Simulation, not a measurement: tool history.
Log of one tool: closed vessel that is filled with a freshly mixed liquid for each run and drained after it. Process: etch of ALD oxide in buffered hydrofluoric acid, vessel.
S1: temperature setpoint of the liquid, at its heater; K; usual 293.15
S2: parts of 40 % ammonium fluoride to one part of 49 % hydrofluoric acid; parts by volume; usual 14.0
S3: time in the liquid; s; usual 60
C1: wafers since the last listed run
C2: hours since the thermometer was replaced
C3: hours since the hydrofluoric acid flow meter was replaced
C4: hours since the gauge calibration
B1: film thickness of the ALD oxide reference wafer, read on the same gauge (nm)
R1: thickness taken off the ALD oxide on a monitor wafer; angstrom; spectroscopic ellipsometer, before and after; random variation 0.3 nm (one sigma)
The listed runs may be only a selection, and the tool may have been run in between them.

Run 1, hour 0.0: usual settings; C1 0; C2 2463.1; C3 1766.3; C4 174.3; B1 39.97. Result: R1 1004.5 angstrom.
Run 2, hour 13.8: usual settings; C1 1721; C2 2476.9; C3 1780.1; C4 188.1; B1 40.04. Result: R1 1000.2 angstrom.
Run 3, hour 21.3: usual settings; C1 935; C2 2484.4; C3 1787.6; C4 195.6; B1 40.00. Result: R1 1001.0 angstrom.
Run 4, hour 27.5: usual settings; C1 773; C2 2490.6; C3 1793.8; C4 201.8; B1 40.02. Result: R1 1003.6 angstrom.
At hour 29.3: gauge calibrated.
Run 5, hour 41.3: usual settings; C1 1721; C2 2504.4; C3 1807.6; C4 12.0; B1 40.01. Result: R1 1006.4 angstrom.
Run 6, hour 49.1: usual settings; C1 972; C2 2512.2; C3 1815.4; C4 19.8; B1 40.00. Result: R1 1005.8 angstrom.
Run 7, hour 58.5: usual settings; C1 1172; C2 2521.6; C3 1824.8; C4 29.2; B1 39.99. Result: R1 1005.2 angstrom.
Run 8, hour 66.2: usual settings; C1 960; C2 2529.3; C3 1832.5; C4 36.9; B1 40.00. Result: R1 1012.1 angstrom.
Run 9, hour 75.2: usual settings; C1 1122; C2 2538.3; C3 1841.5; C4 45.9; B1 40.04. Result: R1 1008.5 angstrom.
Run 10, hour 88.7: usual settings but S2 18.5 parts by volume; C1 1683; C2 2551.8; C3 1855.0; C4 59.4; B1 39.99. Result: R1 761.9 angstrom.
Run 11, hour 103.1: usual settings but S2 17.0 parts by volume, S3 85 s; C1 1796; C2 2566.2; C3 1869.4; C4 73.8; B1 40.02. Result: R1 1181.6 angstrom.
Run 12, hour 112.1: usual settings but S2 17.0 parts by volume, S3 85 s; C1 1122; C2 2575.2; C3 1878.4; C4 82.8; B1 40.03. Result: R1 1175.6 angstrom.
Run 13, hour 126.5: usual settings but S1 290.65 K; C1 1796; C2 2589.6; C3 1892.8; C4 97.2; B1 39.98. Result: R1 874.8 angstrom.
Run 14, hour 132.5: usual settings but S2 11.0 parts by volume, S3 80 s; C1 748; C2 2595.6; C3 1898.8; C4 103.2; B1 40.01. Result: R1 1693.1 angstrom.
Run 15, hour 141.2: usual settings but S2 12.0 parts by volume; C1 1085; C2 2604.3; C3 1907.5; C4 111.9; B1 40.01. Result: R1 1175.3 angstrom.
At hour 148.9: hydrofluoric acid flow meter replaced.
Run 16, hour 159.0: usual settings but S2 9.0 parts by volume, S3 35 s; C1 2095; C2 2622.1; C3 10.1; C4 129.7; B1 39.99. Result: R1 783.4 angstrom.
Run 17, hour 172.6: usual settings but S2 17.0 parts by volume, S3 85 s; C1 1696; C2 2635.7; C3 23.7; C4 143.3; B1 39.99. Result: R1 1062.1 angstrom.
Run 18, hour 179.2: usual settings; C1 823; C2 2642.3; C3 30.3; C4 149.9; B1 40.01. Result: R1 902.3 angstrom.
Run 19, hour 187.0: usual settings but S1 290.15 K, S2 17.0 parts by volume, S3 45 s; C1 972; C2 2650.1; C3 38.1; C4 157.7; B1 40.00. Result: R1 472.7 angstrom.
Run 20, hour 195.1: usual settings; C1 1010; C2 2658.2; C3 46.2; C4 165.8; B1 40.01. Result: R1 906.5 angstrom.
At hour 200.3: thermometer replaced.
Run 21, hour 209.7: usual settings but S1 290.15 K, S2 9.5 parts by volume, S3 85 s; C1 1696; C2 9.4; C3 60.8; C4 180.4; B1 39.98. Result: R1 1560.6 angstrom.
At hour 222.8: gauge calibrated.
Run 22, hour 227.4: usual settings but S1 290.15 K, S2 11.0 parts by volume, S3 45 s; C1 2207; C2 27.1; C3 78.5; C4 4.6; B1 40.00. Result: R1 732.3 angstrom.
Run 23, hour 237.6: usual settings; C1 1272; C2 37.3; C3 88.7; C4 14.8; B1 39.97. Result: R1 908.1 angstrom.
Run 24, hour 252.3: usual settings; C1 1833; C2 52.0; C3 103.4; C4 29.5; B1 40.01. Result: R1 909.5 angstrom.
Run 25, hour 265.7: usual settings but S1 290.15 K, S2 18.0 parts by volume; C1 1671; C2 65.4; C3 116.8; C4 42.9; B1 40.00. Result: R1 598.1 angstrom.
Run 26, hour 273.1: usual settings but S1 290.15 K; C1 923; C2 72.8; C3 124.2; C4 50.3; B1 40.02. Result: R1 766.5 angstrom.
Run 27, hour 281.9: usual settings but S1 291.15 K; C1 1097; C2 81.6; C3 133.0; C4 59.1; B1 40.03. Result: R1 814.5 angstrom.
Run 28, hour 292.1: usual settings; C1 1272; C2 91.8; C3 143.2; C4 69.3; B1 39.99. Result: R1 909.3 angstrom.

How the hidden state differs across the entries between the runs, from the last listed run before each to the first after it:
Between runs 4 and 5: gauge calibrated (hour 29.3)
  hydrofluoric acid flow above the setpoint (%): 11.6 -> 11.7
  difference, measured minus the result without the unlogged condition, R1: +102.8 -> +103.7 angstrom
Between runs 15 and 16: hydrofluoric acid flow meter replaced (hour 148.9)
  hydrofluoric acid flow above the setpoint (%): 12.3 -> 0.467
  difference, measured minus the result without the unlogged condition, R1: +126.3 -> +4.0 angstrom
Between runs 20 and 21: thermometer replaced (hour 200.3)
  hydrofluoric acid flow above the setpoint (%): 0.691 -> 0.781
  difference, measured minus the result without the unlogged condition, R1: +6.2 -> +7.7 angstrom
Between runs 21 and 22: gauge calibrated (hour 222.8)
  hydrofluoric acid flow above the setpoint (%): 0.781 -> 0.891
  difference, measured minus the result without the unlogged condition, R1: +7.7 -> +6.3 angstrom
